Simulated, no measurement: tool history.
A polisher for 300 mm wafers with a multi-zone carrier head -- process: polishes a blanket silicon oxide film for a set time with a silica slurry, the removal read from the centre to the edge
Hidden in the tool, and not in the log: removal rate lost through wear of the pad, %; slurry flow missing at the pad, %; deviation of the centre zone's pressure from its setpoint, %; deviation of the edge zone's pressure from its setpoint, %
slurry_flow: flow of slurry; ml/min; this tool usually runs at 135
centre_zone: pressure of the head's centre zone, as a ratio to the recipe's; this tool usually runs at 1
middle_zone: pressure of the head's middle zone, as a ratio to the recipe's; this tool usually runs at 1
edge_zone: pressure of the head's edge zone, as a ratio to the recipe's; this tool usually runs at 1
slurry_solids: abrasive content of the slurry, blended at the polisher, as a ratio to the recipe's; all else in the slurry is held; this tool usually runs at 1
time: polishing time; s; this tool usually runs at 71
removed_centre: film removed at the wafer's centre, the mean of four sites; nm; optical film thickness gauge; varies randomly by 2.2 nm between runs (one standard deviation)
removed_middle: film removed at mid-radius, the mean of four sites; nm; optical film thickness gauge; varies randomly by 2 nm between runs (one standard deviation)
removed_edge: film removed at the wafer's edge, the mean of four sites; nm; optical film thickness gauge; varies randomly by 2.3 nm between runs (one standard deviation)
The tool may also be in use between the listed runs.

run    hour  slurry_flow  centre_zone  middle_zone  edge_zone  slurry_solids  time  wafers since the last listed run  wafers polished on this pad  hours since the slurry nozzle was cleaned  hours since the centre zone pressure was calibrated  hours since the edge zone pressure was calibrated  hours since the carrier head's membrane was replaced  incoming thickness of the incoming film, nm  removed_centre  removed_middle  removed_edge
  1       0          115            1            1          1              1    63                                 0                         2324                                      633.7                                               1348.7                                                 29                                                 573.1                                       1335.8           159.6           188.3         192.4
       14.1  -- slurry nozzle cleaned
  2    37.1          135            1            1          1            1.1    71                               292                         2616                                         23                                               1385.8                                               66.1                                                 610.2                                       1377.9           216.5           251.1         242.2
  3   122.8          135            1            1          1              1    63                               693                         3310                                      108.7                                               1471.5                                              151.8                                                 695.9                                       1362.2           177.7           208.7         205.5
      175.3  -- centre zone pressure recalibrated
  4   200.3          145            1            1          1              1    71                               611                         3921                                      186.2                                                   25                                              229.3                                                 773.4                                       1349.3           219.9           236.9         232.5
  5   237.5          135            1            1       0.89            1.2    71                               301                         4222                                      223.4                                                 62.2                                              266.5                                                 810.6                                       1357.2           237.3           256.3         241.6
  6   308.6          135         0.91         1.05          1              1    71                               575                         4798                                      294.5                                                133.3                                              337.6                                                 881.7                                       1371.5           194.6           234.3         229.4
      334.9  -- worn pad replaced by a new one
  7   348.3          165            1            1          1            1.3    71                               288                          108                                      334.2                                                  173                                              377.3                                                 921.4                                       1375.5           245.4           273.8           272
  8   406.2          120            1            1          1           1.15    71                               468                          576                                      392.1                                                230.9                                              435.2                                                 979.3                                       1356.3             220           241.9         242.8
  9     514          135            1            1          1              1    71                               872                         1449                                      499.9                                                338.7                                                543                                                1087.1                                       1357.9           200.7           220.8         220.9
 10     600          135            1            1          1              1    71                               696                         2145                                      585.9                                                424.7                                                629                                                1173.1                                       1357.4             194           213.4         220.4
        657  -- edge zone pressure recalibrated
      696.6  -- slurry nozzle cleaned
 11   707.7          135            1            1          1              1    71                               847                         2993                                       11.1                                                532.4                                               50.7                                                1280.8                                       1344.7             211           235.2         234.2
 12   785.9          135            1            1          1           0.75    71                               633                         3626                                       89.3                                                610.6                                              128.9                                                  1359                                       1357.6           174.4           193.6         191.2
 13   875.3          120            1            1       1.07            1.2    71                               723                         4349                                      178.7                                                  700                                              218.3                                                1448.4                                       1353.7           218.4           252.1         260.7
      947.3  -- carrier head's membrane replaced by a new one
        955  -- worn pad replaced by a new one
 14   962.8          135         0.88            1          1              1    57                               635                           63                                      266.2                                                787.5                                              305.8                                                  15.5                                       1353.9           143.4           184.7         183.8
 15  1009.8          165         1.08            1       0.97              1    46                               380                          443                                      313.2                                                834.5                                              352.8                                                  62.5                                       1333.9           148.6           155.4         147.9
 16  1091.5          105            1         0.89          1           0.75    71                               661                         1105                                      394.9                                                916.2                                              434.5                                                 144.2                                       1346.3           158.5           165.8         184.6
 17  1165.8          160            1            1          1              1    71                               601                         1706                                      469.2                                                990.5                                              508.8                                                 218.5                                       1352.8           200.9           231.1           231
 18  1240.9          135         1.04         0.91          1           1.25    48                               607                         2314                                      544.3                                               1065.6                                              583.9                                                 293.6                                       1349.7           152.6           159.4         168.2
     1301.8  -- slurry nozzle cleaned
 19  1331.3          175            1            1          1              1    91                               723                         3038                                       29.5                                                 1156                                              674.3                                                   384                                       1339.2             269             311         300.3
     1341.9  -- edge zone pressure recalibrated
 20  1553.5          135            1            1          1              1    71                              1782                         4820                                      251.7                                               1378.2                                              211.6                                                 606.2                                       1353.8           203.7           232.1         229.3
     1590.4  -- worn pad replaced by a new one
     1646.9  -- centre zone pressure recalibrated
 21  1711.2          135            1            1          1              1    71                              1228                          961                                      409.4                                                 64.3                                              369.3                                                 763.9                                       1367.5           211.6           226.8         229.9

Results per run with the tool's hidden condition removed, run-to-run variation unchanged:
run  removed_centre  removed_middle  removed_edge
  1           193.8           206.7           205
  2           238.8           253.7           244
  3           196.7           211.2         207.4
  4           225.3           240.6         235.1
  5           245.6           261.2         244.9
  6             205           240.4         233.6
  7           260.1           281.2         277.3
  8           238.9           252.1         249.9
  9           224.9           234.4         230.4
 10           225.2           232.2         233.7
 11             225           236.2           235
 12             187           194.7           192
 13           236.4           254.6         262.6
 14           156.8           187.7         185.9
 15             163           158.2         149.9
 16             178           171.9         189.3
 17           226.8           240.4         237.6
 18             177           169.5         175.6
 19           293.3             313         301.7
 20           225.8           236.3         232.3
 21           223.1           235.6         236.1
